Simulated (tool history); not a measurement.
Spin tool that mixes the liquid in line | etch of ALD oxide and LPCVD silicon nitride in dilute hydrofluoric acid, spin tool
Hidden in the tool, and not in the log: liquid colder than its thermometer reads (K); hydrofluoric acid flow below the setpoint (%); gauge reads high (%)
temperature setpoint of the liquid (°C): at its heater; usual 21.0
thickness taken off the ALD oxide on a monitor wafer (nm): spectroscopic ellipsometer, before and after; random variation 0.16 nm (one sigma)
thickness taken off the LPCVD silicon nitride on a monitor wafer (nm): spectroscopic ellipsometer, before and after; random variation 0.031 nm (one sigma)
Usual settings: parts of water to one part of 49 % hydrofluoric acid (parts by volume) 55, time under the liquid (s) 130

run	day	temperature setpoint of the liquid (°C)	parts of water to one part of 49 % hydrofluoric acid (parts by volume)	time under the liquid (s)	wafers since the last listed run	hours since the thermometer was replaced	hours since the hydrofluoric acid flow meter was replaced	hours since the gauge calibration	read-back film thickness of the ALD oxide reference wafer, read on the same gauge (nm)	read-back film thickness of the LPCVD silicon nitride reference wafer, read on the same gauge (nm)	thickness taken off the ALD oxide on a monitor wafer (nm)	thickness taken off the LPCVD silicon nitride on a monitor wafer (nm)
1	0.000	21.0	55	95	0	59.8	80.0	2255.9	60.02	79.982	37.44	0.657
2	4.354	21.0	55	95	596	164.3	184.5	2360.4	59.96	79.983	37.42	0.683
3	6.992	24.5	35	105	361	227.6	247.8	2423.7	59.99	80.004	77.43	1.516
# day 10.121: gauge calibrated
4	11.479	21.0	55	130	615	335.3	355.5	32.6	60.01	79.995	50.67	0.955
5	13.558	21.0	80	95	285	385.2	405.4	82.5	60.01	79.986	24.72	0.470
6	16.821	21.0	55	130	447	463.5	483.7	160.8	60.01	80.005	50.61	0.895
7	21.121	25.5	45	130	589	566.7	586.9	264.0	60.01	80.004	75.47	1.468
8	25.571	25.0	65	200	610	673.5	693.7	370.8	60.01	79.975	76.55	1.512
# day 26.971: thermometer replaced
9	32.104	21.0	55	60	889	123.2	850.5	527.6	59.98	80.006	23.69	0.407
10	34.158	25.0	55	175	281	172.5	899.8	576.9	59.96	80.011	81.12	1.618
11	36.083	21.0	55	130	263	218.7	946.0	623.1	59.98	80.014	51.00	0.891
12	46.308	19.5	55	130	1401	464.1	1191.4	868.5	60.02	80.000	47.63	0.802
13	48.250	21.0	55	155	266	510.7	1238.0	915.1	60.02	79.978	60.36	1.059
14	51.975	23.5	35	75	510	600.1	1327.4	1004.5	60.01	80.008	52.03	0.938
15	55.762	25.0	35	170	519	691.0	1418.3	1095.4	59.98	79.986	125.48	2.525
# day 55.879: thermometer replaced
16	58.754	17.5	30	200	404	69.0	1490.1	1167.2	59.98	80.000	128.69	1.974
17	61.467	21.0	55	130	371	134.1	1555.2	1232.3	60.01	79.982	51.16	0.915
18	63.058	25.0	40	170	218	172.3	1593.4	1270.5	60.00	79.976	111.07	2.091
19	65.792	21.0	45	65	374	237.9	1659.0	1336.1	60.00	80.000	31.63	0.557
20	69.800	21.0	80	170	549	334.1	1755.2	1432.3	60.03	80.008	44.41	0.838
# day 72.179: hydrofluoric acid flow meter replaced
21	73.333	21.0	45	65	478	418.9	27.7	1517.1	59.99	79.999	31.43	0.572
22	77.404	23.0	30	100	558	516.6	125.4	1614.8	60.00	80.009	80.23	1.504
23	79.071	19.5	75	85	228	556.6	165.4	1654.8	60.00	79.997	22.25	0.392
24	80.775	18.0	55	130	233	597.5	206.3	1695.7	59.95	80.015	44.24	0.722
25	82.788	21.0	30	60	275	645.8	254.6	1744.0	59.99	80.002	43.81	0.767
26	85.829	21.0	85	130	417	718.8	327.6	1817.0	59.95	80.010	31.33	0.586

4 ways to go on from here, each from the tool as it stands after run 26. What would each give?
A	85.850	24.0	55	130	2	719.3	328.1	1817.5	?	?	?	?
B	85.850	21.0	55	100	2	719.3	328.1	1817.5	?	?	?	?
C	85.850	24.5	45	130	2	719.3	328.1	1817.5	?	?	?	?
D	85.850	21.0	55	175	2	719.3	328.1	1817.5	?	?	?	?

run	read-back film thickness of the ALD oxide reference wafer, read on the same gauge (nm)	read-back film thickness of the LPCVD silicon nitride reference wafer, read on the same gauge (nm)	thickness taken off the ALD oxide on a monitor wafer (nm)	thickness taken off the LPCVD silicon nitride on a monitor wafer (nm)
A	60.02	79.987	56.91	1.136
B	60.02	79.987	38.63	0.712
C	60.02	79.987	71.95	1.430
D	60.02	79.987	67.60	1.246
Without the tool's hidden state the same runs would have given:
run	thickness taken off the ALD oxide on a monitor wafer (nm)	thickness taken off the LPCVD silicon nitride on a monitor wafer (nm)
A	58.48	1.188
B	39.72	0.745
C	73.93	1.496
D	69.51	1.304

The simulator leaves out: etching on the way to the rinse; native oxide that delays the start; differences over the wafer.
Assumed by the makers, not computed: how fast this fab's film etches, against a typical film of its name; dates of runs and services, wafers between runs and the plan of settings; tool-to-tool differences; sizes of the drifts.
